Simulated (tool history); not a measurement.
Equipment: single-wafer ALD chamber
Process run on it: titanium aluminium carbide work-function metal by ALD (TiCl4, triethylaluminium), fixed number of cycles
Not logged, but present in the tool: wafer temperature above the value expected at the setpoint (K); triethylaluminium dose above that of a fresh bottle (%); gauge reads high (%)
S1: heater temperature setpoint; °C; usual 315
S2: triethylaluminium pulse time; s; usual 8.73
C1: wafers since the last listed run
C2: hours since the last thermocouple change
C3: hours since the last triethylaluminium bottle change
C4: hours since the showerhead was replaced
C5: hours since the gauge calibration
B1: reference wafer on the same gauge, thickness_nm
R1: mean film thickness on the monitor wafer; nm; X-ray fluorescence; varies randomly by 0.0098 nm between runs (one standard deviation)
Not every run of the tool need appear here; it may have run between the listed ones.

run 1 hour=0.0 | S1=315 S2=8.73 | C1=0 C2=938.2 C3=1631.8 C4=4497.4 C5=551.3 | B1=2.089 | R1=1.987
run 2 hour=15.3 | S1=326 S2=8.73 | C1=117 C2=953.5 C3=1647.1 C4=4512.7 C5=566.6 | B1=2.089 | R1=2.097
run 3 hour=49.9 | S1=326 S2=8.73 | C1=265 C2=988.1 C3=1681.7 C4=4547.3 C5=601.2 | B1=2.095 | R1=2.097
run 4 hour=76.5 | S1=324 S2=11.50 | C1=204 C2=1014.7 C3=1708.3 C4=4573.9 C5=627.8 | B1=2.089 | R1=2.181
run 5 hour=110.3 | S1=315 S2=8.73 | C1=259 C2=1048.5 C3=1742.1 C4=4607.7 C5=661.6 | B1=2.089 | R1=2.010
-- hour=131.4 triethylaluminium bottle replaced
run 6 hour=138.0 | S1=315 S2=8.73 | C1=151 C2=1076.2 C3=6.6 C4=4635.4 C5=689.3 | B1=2.092 | R1=1.979
run 7 hour=243.0 | S1=315 S2=8.73 | C1=805 C2=1181.2 C3=111.6 C4=4740.4 C5=794.3 | B1=2.087 | R1=2.010
-- hour=245.1 gauge calibrated
run 8 hour=259.4 | S1=309 S2=8.73 | C1=125 C2=1197.6 C3=128.0 C4=4756.8 C5=14.3 | B1=2.090 | R1=1.945
run 9 hour=272.3 | S1=309 S2=8.73 | C1=99 C2=1210.5 C3=140.9 C4=4769.7 C5=27.2 | B1=2.093 | R1=1.948
run 10 hour=286.2 | S1=309 S2=8.73 | C1=106 C2=1224.4 C3=154.8 C4=4783.6 C5=41.1 | B1=2.089 | R1=1.929
run 11 hour=306.5 | S1=325 S2=8.73 | C1=155 C2=1244.7 C3=175.1 C4=4803.9 C5=61.4 | B1=2.093 | R1=2.083
run 12 hour=322.3 | S1=306 S2=7.10 | C1=121 C2=1260.5 C3=190.9 C4=4819.7 C5=77.2 | B1=2.089 | R1=1.746
run 13 hour=336.8 | S1=307 S2=8.73 | C1=111 C2=1275.0 C3=205.4 C4=4834.2 C5=91.7 | B1=2.091 | R1=1.924
-- hour=359.1 thermocouple changed; heater temperature recalibrated
run 14 hour=428.8 | S1=320 S2=10.79 | C1=644 C2=69.7 C3=297.4 C4=4926.2 C5=183.7 | B1=2.089 | R1=2.112
run 15 hour=460.7 | S1=315 S2=5.86 | C1=244 C2=101.6 C3=329.3 C4=4958.1 C5=215.6 | B1=2.093 | R1=1.536
run 16 hour=559.2 | S1=315 S2=8.73 | C1=756 C2=200.1 C3=427.8 C4=5056.6 C5=314.1 | B1=2.091 | R1=2.008
run 17 hour=588.2 | S1=315 S2=8.73 | C1=222 C2=229.1 C3=456.8 C4=5085.6 C5=343.1 | B1=2.090 | R1=2.004
run 18 hour=601.2 | S1=308 S2=10.39 | C1=99 C2=242.1 C3=469.8 C4=5098.6 C5=356.1 | B1=2.092 | R1=1.992
run 19 hour=673.6 | S1=329 S2=8.73 | C1=555 C2=314.5 C3=542.2 C4=5171.0 C5=428.5 | B1=2.090 | R1=2.113
-- hour=691.3 showerhead replaced
run 20 hour=697.2 | S1=315 S2=7.68 | C1=119 C2=338.1 C3=565.8 C4=5.9 C5=452.1 | B1=2.090 | R1=1.898
run 21 hour=720.8 | S1=328 S2=9.86 | C1=181 C2=361.7 C3=589.4 C4=29.5 C5=475.7 | B1=2.094 | R1=2.169
run 22 hour=744.6 | S1=303 S2=12.13 | C1=182 C2=385.5 C3=613.2 C4=53.3 C5=499.5 | B1=2.088 | R1=1.960
run 23 hour=772.3 | S1=327 S2=10.00 | C1=212 C2=413.2 C3=640.9 C4=81.0 C5=527.2 | B1=2.092 | R1=2.167
run 24 hour=799.3 | S1=319 S2=8.73 | C1=207 C2=440.2 C3=667.9 C4=108.0 C5=554.2 | B1=2.091 | R1=2.033
run 25 hour=812.4 | S1=315 S2=8.73 | C1=100 C2=453.3 C3=681.0 C4=121.1 C5=567.3 | B1=2.088 | R1=1.986
run 26 hour=840.2 | S1=309 S2=6.53 | C1=213 C2=481.1 C3=708.8 C4=148.9 C5=595.1 | B1=2.089 | R1=1.673
run 27 hour=875.2 | S1=303 S2=5.72 | C1=268 C2=516.1 C3=743.8 C4=183.9 C5=630.1 | B1=2.091 | R1=1.403
run 28 hour=910.7 | S1=327 S2=10.00 | C1=272 C2=551.6 C3=779.3 C4=219.4 C5=665.6 | B1=2.086 | R1=2.145
run 29 hour=923.0 | S1=315 S2=8.73 | C1=94 C2=563.9 C3=791.6 C4=231.7 C5=677.9 | B1=2.088 | R1=2.000
-- hour=930.3 gauge calibrated
run 30 hour=946.1 | S1=327 S2=9.64 | C1=177 C2=587.0 C3=814.7 C4=254.8 C5=15.8 | B1=2.088 | R1=2.153
run 31 hour=959.4 | S1=320 S2=8.73 | C1=102 C2=600.3 C3=828.0 C4=268.1 C5=29.1 | B1=2.090 | R1=2.042
run 32 hour=979.5 | S1=315 S2=8.73 | C1=154 C2=620.4 C3=848.1 C4=288.2 C5=49.2 | B1=2.090 | R1=1.999
run 33 hour=997.5 | S1=315 S2=8.73 | C1=138 C2=638.4 C3=866.1 C4=306.2 C5=67.2 | B1=2.095 | R1=1.982
run 34 hour=1023.3 | S1=320 S2=11.66 | C1=198 C2=664.2 C3=891.9 C4=332.0 C5=93.0 | B1=2.093 | R1=2.136

Entry by entry between the runs, the difference in hidden state between the last listed run before and the first listed run after:
In the gap between runs 5 and 6: triethylaluminium bottle replaced (hour 131.4)
  both runs share identical hidden conditions
In the gap between runs 7 and 8: gauge calibrated (hour 245.1)
  both runs share identical hidden conditions
In the gap between runs 13 and 14: thermocouple changed; heater temperature recalibrated (hour 359.1)
  both runs share identical hidden conditions
In the gap between runs 19 and 20: showerhead replaced (hour 691.3)
  both runs share identical hidden conditions
In the gap between runs 29 and 30: gauge calibrated (hour 930.3)
  both runs share identical hidden conditions

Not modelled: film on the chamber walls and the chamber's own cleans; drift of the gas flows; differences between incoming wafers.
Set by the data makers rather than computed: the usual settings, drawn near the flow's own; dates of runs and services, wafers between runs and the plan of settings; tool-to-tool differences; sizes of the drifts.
